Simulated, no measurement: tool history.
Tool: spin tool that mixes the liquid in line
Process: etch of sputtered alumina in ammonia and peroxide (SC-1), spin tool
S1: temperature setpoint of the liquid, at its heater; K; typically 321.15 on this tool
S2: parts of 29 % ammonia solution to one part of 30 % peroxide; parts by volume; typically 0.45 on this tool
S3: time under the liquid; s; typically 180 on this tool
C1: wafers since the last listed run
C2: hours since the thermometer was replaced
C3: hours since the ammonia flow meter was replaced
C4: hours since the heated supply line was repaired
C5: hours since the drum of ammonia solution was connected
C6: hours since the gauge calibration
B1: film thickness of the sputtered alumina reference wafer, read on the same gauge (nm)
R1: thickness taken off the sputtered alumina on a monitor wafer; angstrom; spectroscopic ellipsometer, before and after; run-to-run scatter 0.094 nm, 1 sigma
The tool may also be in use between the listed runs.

| run | hour | S1 | S2 | S3 | C1 | C2 | C3 | C4 | C5 | C6 | B1 | R1 |
|---|---|---|---|---|---|---|---|---|---|---|---|---|
| 1 | 0 | 321.15 | 0.45 | 180 | 0 | 80.1 | 456.6 | 1456.8 | 147.5 | 2259.3 | 140.01 | 97.4 |
| 2 | 29.7 | 321.15 | 0.45 | 180 | 238 | 109.8 | 486.3 | 1486.5 | 177.2 | 2289 | 139.98 | 97 |
| 3 | 54.2 | 321.15 | 0.4 | 180 | 196 | 134.3 | 510.8 | 1511 | 201.7 | 2313.5 | 140 | 94.2 |
| 4 | 99.1 | 324.15 | 0.45 | 265 | 359 | 179.2 | 555.7 | 1555.9 | 246.6 | 2358.4 | 140.02 | 168.9 |
|  | 126.3 | gauge calibrated |
| 5 | 139.7 | 326.15 | 0.45 | 150 | 325 | 219.8 | 596.3 | 1596.5 | 287.2 | 13.4 | 140.02 | 107.1 |
| 6 | 207.1 | 315.15 | 0.25 | 240 | 540 | 287.2 | 663.7 | 1663.9 | 354.6 | 80.8 | 140 | 85 |
| 7 | 267.2 | 321.15 | 0.45 | 180 | 481 | 347.3 | 723.8 | 1724 | 414.7 | 140.9 | 139.98 | 94.8 |
|  | 304.1 | new drum of ammonia solution connected |
| 8 | 322.9 | 318.15 | 0.5 | 180 | 438 | 403 | 779.5 | 1779.7 | 18.8 | 196.6 | 140.02 | 80.8 |
| 9 | 361.5 | 314.15 | 0.5 | 215 | 309 | 441.6 | 818.1 | 1818.3 | 57.4 | 235.2 | 140 | 77.5 |
| 10 | 431.3 | 327.15 | 0.45 | 215 | 559 | 511.4 | 887.9 | 1888.1 | 127.2 | 305 | 140.01 | 155.5 |
| 11 | 477.6 | 311.65 | 0.45 | 70 | 371 | 557.7 | 934.2 | 1934.4 | 173.5 | 351.3 | 140.01 | 21.1 |
| 12 | 505.5 | 313.15 | 0.45 | 180 | 223 | 585.6 | 962.1 | 1962.3 | 201.4 | 379.2 | 140.02 | 58.4 |
| 13 | 543.7 | 315.15 | 0.55 | 180 | 306 | 623.8 | 1000.3 | 2000.5 | 239.6 | 417.4 | 140.01 | 66.4 |
| 14 | 572.5 | 321.15 | 0.45 | 180 | 230 | 652.6 | 1029.1 | 2029.3 | 268.4 | 446.2 | 140 | 92.6 |
|  | 613.2 | heated supply line repaired |
| 15 | 629.3 | 313.65 | 0.6 | 180 | 447 | 709.4 | 1085.9 | 16.1 | 325.2 | 503 | 139.98 | 61.2 |
| 16 | 691.5 | 321.15 | 0.45 | 75 | 498 | 771.6 | 1148.1 | 78.3 | 387.4 | 565.2 | 139.98 | 38.4 |
| 17 | 719.5 | 329.65 | 0.65 | 290 | 224 | 799.6 | 1176.1 | 106.3 | 415.4 | 593.2 | 140 | 248 |
|  | 779 | new drum of ammonia solution connected |
| 18 | 785.4 | 328.15 | 0.6 | 260 | 520 | 865.5 | 1242 | 172.2 | 6.4 | 659.1 | 140 | 195.8 |
| 19 | 843.9 | 321.15 | 0.45 | 180 | 468 | 924 | 1300.5 | 230.7 | 64.9 | 717.6 | 140.02 | 92.1 |
| 20 | 870.7 | 321.15 | 0.45 | 180 | 214 | 950.8 | 1327.3 | 257.5 | 91.7 | 744.4 | 139.99 | 92.2 |
| 21 | 929 | 321.15 | 0.4 | 180 | 467 | 1009.1 | 1385.6 | 315.8 | 150 | 802.7 | 140 | 89.8 |
| 22 | 972.4 | 331.15 | 0.45 | 135 | 347 | 1052.5 | 1429 | 359.2 | 193.4 | 846.1 | 140 | 117.8 |
| 23 | 1012.1 | 315.15 | 0.55 | 180 | 318 | 1092.2 | 1468.7 | 398.9 | 233.1 | 885.8 | 140.01 | 66.2 |
| 24 | 1080 | 331.15 | 0.45 | 135 | 544 | 1160.1 | 1536.6 | 466.8 | 301 | 953.7 | 140.01 | 118.9 |
| 25 | 1216.2 | 325.15 | 0.45 | 290 | 1091 | 1296.3 | 1672.8 | 603 | 437.2 | 1089.9 | 140.02 | 178 |
| 26 | 1260.4 | 313.65 | 0.5 | 120 | 354 | 1340.5 | 1717 | 647.2 | 481.4 | 1134.1 | 140.02 | 39.3 |

3 ways to go on from here, each from the tool as it stands after run 26. What would each give?
| A | 1260.9 | 314.15 | 0.45 | 180 | 4 | 1341 | 1717.5 | 647.7 | 481.9 | 1134.6 | ? | ? |
| B | 1260.9 | 321.15 | 0.3 | 105 | 4 | 1341 | 1717.5 | 647.7 | 481.9 | 1134.6 | ? | ? |
| C | 1260.9 | 321.15 | 0.45 | 100 | 4 | 1341 | 1717.5 | 647.7 | 481.9 | 1134.6 | ? | ? |

| run | B1 | R1 |
|---|---|---|
| A | 140.01 | 60 |
| B | 140.01 | 50.5 |
| C | 140.01 | 49.9 |
Without the tool's hidden state the same runs would have given:
| run | R1 |
|---|---|
| A | 66.1 |
| B | 55.3 |
| C | 54.8 |
